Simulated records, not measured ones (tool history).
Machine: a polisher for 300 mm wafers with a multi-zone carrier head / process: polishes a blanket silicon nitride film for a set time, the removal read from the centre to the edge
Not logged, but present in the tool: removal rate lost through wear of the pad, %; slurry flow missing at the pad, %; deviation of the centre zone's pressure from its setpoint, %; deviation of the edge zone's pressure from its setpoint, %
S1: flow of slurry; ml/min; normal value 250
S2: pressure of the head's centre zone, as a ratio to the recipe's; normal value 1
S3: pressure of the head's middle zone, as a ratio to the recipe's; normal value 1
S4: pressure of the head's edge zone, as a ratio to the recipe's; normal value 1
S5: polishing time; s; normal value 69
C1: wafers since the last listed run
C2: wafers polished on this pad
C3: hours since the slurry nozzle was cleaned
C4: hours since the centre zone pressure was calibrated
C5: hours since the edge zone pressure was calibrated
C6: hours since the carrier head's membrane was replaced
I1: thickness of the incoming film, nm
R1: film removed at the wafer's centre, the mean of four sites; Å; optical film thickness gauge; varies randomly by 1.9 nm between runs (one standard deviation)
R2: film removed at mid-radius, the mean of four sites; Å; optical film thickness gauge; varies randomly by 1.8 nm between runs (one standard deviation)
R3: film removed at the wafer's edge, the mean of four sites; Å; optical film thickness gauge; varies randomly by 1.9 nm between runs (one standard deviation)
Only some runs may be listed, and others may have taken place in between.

run 1 hour=0 | S1=250 S2=1 S3=1 S4=1 S5=69 | C1=0 C2=1450 C3=456.2 C4=43.8 C5=582.4 C6=1504.1 | I1=460 | R1=1205 R2=1205 R3=1227
-- hour=14.7 edge zone pressure recalibrated
-- hour=17.4 slurry nozzle cleaned
-- hour=161.5 worn pad replaced by a new one
run 2 hour=192.7 | S1=290 S2=1 S3=1 S4=1 S5=69 | C1=1256 C2=211 C3=175.3 C4=236.5 C5=178 C6=1696.8 | I1=460.5 | R1=1310 R2=1335 R3=1310
run 3 hour=403.6 | S1=290 S2=1 S3=1 S4=1 S5=69 | C1=1426 C2=1637 C3=386.2 C4=447.4 C5=388.9 C6=1907.7 | I1=461.8 | R1=1211 R2=1231 R3=1243
run 4 hour=435.3 | S1=250 S2=1 S3=1 S4=1 S5=69 | C1=214 C2=1852 C3=417.9 C4=479.1 C5=420.6 C6=1939.4 | I1=459.2 | R1=1196 R2=1206 R3=1161
-- hour=474.6 carrier head's membrane replaced by a new one
run 5 hour=486.1 | S1=250 S2=1 S3=1.12 S4=1 S5=69 | C1=309 C2=2162 C3=468.7 C4=529.9 C5=471.4 C6=11.5 | I1=455.6 | R1=1231 R2=1286 R3=1217
-- hour=519.7 slurry nozzle cleaned
run 6 hour=520.2 | S1=325 S2=1 S3=1 S4=1 S5=55 | C1=223 C2=2386 C3=0.5 C4=564 C5=505.5 C6=45.6 | I1=451.7 | R1=968 R2=995 R3=973
run 7 hour=545.6 | S1=250 S2=0.96 S3=1 S4=1 S5=69 | C1=171 C2=2557 C3=25.9 C4=589.4 C5=530.9 C6=71 | I1=462.9 | R1=1153 R2=1190 R3=1185
run 8 hour=599.3 | S1=250 S2=1 S3=0.96 S4=1 S5=69 | C1=363 C2=2921 C3=79.6 C4=643.1 C5=584.6 C6=124.7 | I1=469.6 | R1=1206 R2=1134 R3=1175
-- hour=607.1 worn pad replaced by a new one
-- hour=645.2 centre zone pressure recalibrated
-- hour=673.4 edge zone pressure recalibrated
run 9 hour=762.6 | S1=250 S2=1 S3=1 S4=1.05 S5=69 | C1=1050 C2=1024 C3=242.9 C4=117.4 C5=89.2 C6=288 | I1=461.8 | R1=1226 R2=1236 R3=1232
run 10 hour=804.8 | S1=250 S2=1 S3=1 S4=1 S5=55 | C1=285 C2=1310 C3=285.1 C4=159.6 C5=131.4 C6=330.2 | I1=460.2 | R1=935 R2=987 R3=953

Run 11 is up next; what results do you expect?
run 11 hour=874.2 | S1=250 S2=1 S3=0.96 S4=1 S5=69 | C1=469 C2=1779 C3=354.5 C4=229 C5=200.8 C6=399.6 | I1=468.2 | R1=? R2=? R3=?

R1: 1206 Å
R2: 1149 Å
R3: 1202 Å
The same run, on a tool lacking any hidden state, would have yielded R1 1356 Å, R2 1292 Å, R3 1351 Å.
